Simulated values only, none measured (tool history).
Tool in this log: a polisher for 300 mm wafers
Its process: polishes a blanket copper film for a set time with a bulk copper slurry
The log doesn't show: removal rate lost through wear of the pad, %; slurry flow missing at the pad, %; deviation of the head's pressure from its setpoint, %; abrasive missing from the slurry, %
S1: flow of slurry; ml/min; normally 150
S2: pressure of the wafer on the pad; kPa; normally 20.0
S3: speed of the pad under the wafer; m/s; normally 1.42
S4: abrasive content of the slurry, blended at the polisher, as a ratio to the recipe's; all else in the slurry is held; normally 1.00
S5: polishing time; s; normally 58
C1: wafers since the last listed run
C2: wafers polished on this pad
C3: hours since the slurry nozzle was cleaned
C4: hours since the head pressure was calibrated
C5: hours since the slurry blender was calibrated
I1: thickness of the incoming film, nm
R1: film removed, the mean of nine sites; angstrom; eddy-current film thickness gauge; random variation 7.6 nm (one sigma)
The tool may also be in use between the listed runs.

run,hour,S1,S2,S3,S4,S5,C1,C2,C3,C4,C5,I1,R1
1,0.0,150,20.0,1.42,1.00,58,0,894,715.8,464.2,208.1,4497.8,5996
2,13.7,150,20.0,1.42,1.00,58,185,1080,729.5,477.9,221.8,4534.1,6039
3,27.3,150,20.0,1.42,1.00,58,184,1264,743.1,491.5,235.4,4474.5,5865
# hour 34.5: slurry blender recalibrated
4,62.5,150,20.0,1.42,1.00,52,450,1715,778.3,526.7,28.0,4469.5,5375
# hour 71.9: head pressure recalibrated
5,96.8,150,20.0,1.42,1.00,58,438,2153,812.6,24.9,62.3,4530.9,5761
# hour 101.0: slurry nozzle cleaned
6,127.0,150,20.0,1.42,1.00,58,396,2549,26.0,55.1,92.5,4572.8,6335
# hour 143.4: worn pad replaced by a new one
7,150.5,150,20.0,1.42,1.00,58,264,96,49.5,78.6,116.0,4541.5,6243
8,175.0,150,20.0,1.42,1.00,58,332,428,74.0,103.1,140.5,4545.3,6269
9,193.7,150,20.0,1.42,1.00,71,253,682,92.7,121.8,159.2,4496.7,7733
10,227.1,125,15.2,1.42,1.00,58,453,1135,126.1,155.2,192.6,4459.0,4699
11,244.1,120,20.0,1.66,1.00,58,230,1366,143.1,172.2,209.6,4577.9,7073
# hour 246.4: slurry blender recalibrated
12,275.2,150,22.8,1.10,0.85,58,394,1761,174.2,203.3,28.8,4515.6,5433
13,309.0,150,22.8,1.42,1.25,58,458,2219,208.0,237.1,62.6,4542.3,7284
# hour 329.2: worn pad replaced by a new one
14,329.7,110,20.0,1.42,1.10,58,226,6,228.7,257.8,83.3,4423.5,6075
15,358.0,150,20.0,1.90,1.00,58,383,390,257.0,286.1,111.6,4414.3,8355
16,384.7,150,20.0,1.42,1.00,58,362,752,283.7,312.8,138.3,4560.3,6437
17,420.5,150,20.0,1.62,1.00,58,485,1238,319.5,348.6,174.1,4516.6,7184
18,434.6,150,20.0,1.42,1.00,58,191,1429,333.6,362.7,188.2,4512.0,6292
19,459.8,150,15.2,1.10,1.00,65,341,1771,358.8,387.9,213.4,4438.2,4136
# hour 494.7: slurry blender recalibrated
20,495.7,150,20.0,1.04,1.00,58,459,2231,394.7,423.8,1.0,4500.7,4572
21,521.1,150,20.0,1.42,1.00,58,344,2576,420.1,449.2,26.4,4511.8,6170
# hour 549.6: worn pad replaced by a new one
22,554.5,150,20.0,1.42,1.00,58,398,66,453.5,482.6,59.8,4458.8,6210
23,589.3,150,20.0,1.42,1.00,58,472,538,488.3,517.4,94.6,4547.2,6042
24,605.8,185,20.0,1.42,0.90,58,223,762,504.8,533.9,111.1,4414.9,6341
# hour 610.7: head pressure recalibrated
25,620.5,150,24.1,1.42,1.00,73,172,934,519.5,9.8,125.8,4555.0,9134
26,653.2,200,24.1,1.42,1.00,68,443,1378,552.2,42.5,158.5,4583.3,8990
27,674.7,150,15.2,1.16,0.80,58,291,1669,573.7,64.0,180.0,4455.5,3852
28,687.9,150,20.0,1.42,1.00,58,179,1848,586.9,77.2,193.2,4568.9,6078
# hour 714.1: slurry blender recalibrated
29,714.6,110,20.0,1.42,1.00,47,335,2183,613.6,103.9,0.5,4481.8,4528
# hour 775.0: worn pad replaced by a new one
30,800.4,150,20.0,1.42,1.00,48,1109,344,699.4,189.7,86.3,4519.7,4923
31,813.7,150,14.5,1.42,0.90,41,180,525,712.7,203.0,99.6,4547.6,3080

Describe how what the log doesn't record of the tool's condition differs between the last listed run preceding each entry between runs and the first listed run following it.
Logged between run 3 and run 4: slurry blender recalibrated (hour 34.5)
  slurry flow missing at the pad, %: 26.3 -> 28.9
  measured minus no-state result, R1: -425 -> -446 angstrom
Logged between run 4 and run 5: head pressure recalibrated (hour 71.9)
  slurry flow missing at the pad, %: 28.9 -> 31.5
  measured minus no-state result, R1: -446 -> -545 angstrom
Logged between run 5 and run 6: slurry nozzle cleaned (hour 101.0)
  slurry flow missing at the pad, %: 31.5 -> 4.07
  measured minus no-state result, R1: -545 -> -52 angstrom
Logged between run 6 and run 7: worn pad replaced by a new one (hour 143.4)
  slurry flow missing at the pad, %: 4.07 -> 4.15
  measured minus no-state result, R1: -52 -> -52 angstrom
Logged between run 11 and run 12: slurry blender recalibrated (hour 246.4)
  slurry flow missing at the pad, %: 5.01 -> 5.47
  measured minus no-state result, R1: -91 -> -61 angstrom
Logged between run 13 and run 14: worn pad replaced by a new one (hour 329.2)
  slurry flow missing at the pad, %: 6.09 -> 6.52
  measured minus no-state result, R1: -91 -> -112 angstrom
Logged between run 19 and run 20: slurry blender recalibrated (hour 494.7)
  slurry flow missing at the pad, %: 10.1 -> 11.4
  measured minus no-state result, R1: -91 -> -115 angstrom
Logged between run 21 and run 22: worn pad replaced by a new one (hour 549.6)
  slurry flow missing at the pad, %: 12.4 -> 13.8
  measured minus no-state result, R1: -172 -> -195 angstrom
Logged between run 24 and run 25: head pressure recalibrated (hour 610.7)
  slurry flow missing at the pad, %: 16.1 -> 16.8
  measured minus no-state result, R1: -194 -> -366 angstrom
Logged between run 28 and run 29: slurry blender recalibrated (hour 714.1)
  slurry flow missing at the pad, %: 20.4 -> 21.9
  measured minus no-state result, R1: -310 -> -350 angstrom
Logged between run 29 and run 30: worn pad replaced by a new one (hour 775.0)
  slurry flow missing at the pad, %: 21.9 -> 27.3
  measured minus no-state result, R1: -350 -> -374 angstrom

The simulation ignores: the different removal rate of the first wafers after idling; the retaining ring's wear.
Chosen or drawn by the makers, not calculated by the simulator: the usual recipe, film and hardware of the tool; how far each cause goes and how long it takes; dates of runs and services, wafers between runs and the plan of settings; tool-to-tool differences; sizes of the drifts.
